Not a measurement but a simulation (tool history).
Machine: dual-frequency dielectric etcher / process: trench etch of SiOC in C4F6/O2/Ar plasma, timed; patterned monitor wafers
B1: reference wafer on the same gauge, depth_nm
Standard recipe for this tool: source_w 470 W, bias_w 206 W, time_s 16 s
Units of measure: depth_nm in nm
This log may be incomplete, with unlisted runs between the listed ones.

run 1 day=0 | source_w=470 bias_w=206 time_s=16 | B1=45.23 | depth_nm=38.86
run 2 day=1.979 | source_w=470 bias_w=206 time_s=16 | B1=45.14 | depth_nm=38.77
run 3 day=3.829 | source_w=470 bias_w=247 time_s=16 | B1=45.21 | depth_nm=41.6
run 4 day=6.329 | source_w=470 bias_w=247 time_s=16 | B1=45.26 | depth_nm=41.08
run 5 day=10.029 | source_w=470 bias_w=247 time_s=16 | B1=45.22 | depth_nm=41.72
run 6 day=12.65 | source_w=470 bias_w=230 time_s=16 | B1=45.24 | depth_nm=41.26
-- day=14.892 source power generator calibrated
run 7 day=15.546 | source_w=470 bias_w=206 time_s=16 | B1=45.25 | depth_nm=40.41
-- day=15.992 bias power generator calibrated
run 8 day=17.179 | source_w=400 bias_w=206 time_s=14 | B1=45.21 | depth_nm=32.44
-- day=18.788 wet clean of the chamber
run 9 day=18.808 | source_w=470 bias_w=206 time_s=16 | B1=45.16 | depth_nm=37.71
run 10 day=20.754 | source_w=470 bias_w=242 time_s=16 | B1=45.21 | depth_nm=39.96
-- day=22.754 upper electrode replaced
run 11 day=23.2 | source_w=470 bias_w=154 time_s=20.5 | B1=45.16 | depth_nm=45.44
run 12 day=25.342 | source_w=570 bias_w=158 time_s=12 | B1=45.22 | depth_nm=29.33
-- day=27.067 gauge calibrated
run 13 day=33.942 | source_w=370 bias_w=206 time_s=18.5 | B1=45.22 | depth_nm=40.11
run 14 day=36.338 | source_w=510 bias_w=171 time_s=12.5 | B1=45.18 | depth_nm=30.73
run 15 day=39.142 | source_w=510 bias_w=234 time_s=16 | B1=45.22 | depth_nm=42.71

What if the next run were any one of these 4? Each begins from the tool's condition after run 15:
run A day=39.158 | source_w=470 bias_w=206 time_s=16 | B1=? | depth_nm=?
run B day=39.158 | source_w=370 bias_w=242 time_s=18.5 | B1=? | depth_nm=?
run C day=39.158 | source_w=580 bias_w=230 time_s=18.5 | B1=? | depth_nm=?
run D day=39.158 | source_w=540 bias_w=239 time_s=12 | B1=? | depth_nm=?

run=A B1=45.21 depth_nm=39.73
run=B B1=45.21 depth_nm=42.7
run=C B1=45.21 depth_nm=52.33
run=D B1=45.21 depth_nm=33.19
With no hidden state in the tool, these same runs would have given:
run=A depth_nm=38.31
run=B depth_nm=41.18
run=C depth_nm=50.46
run=D depth_nm=32.01
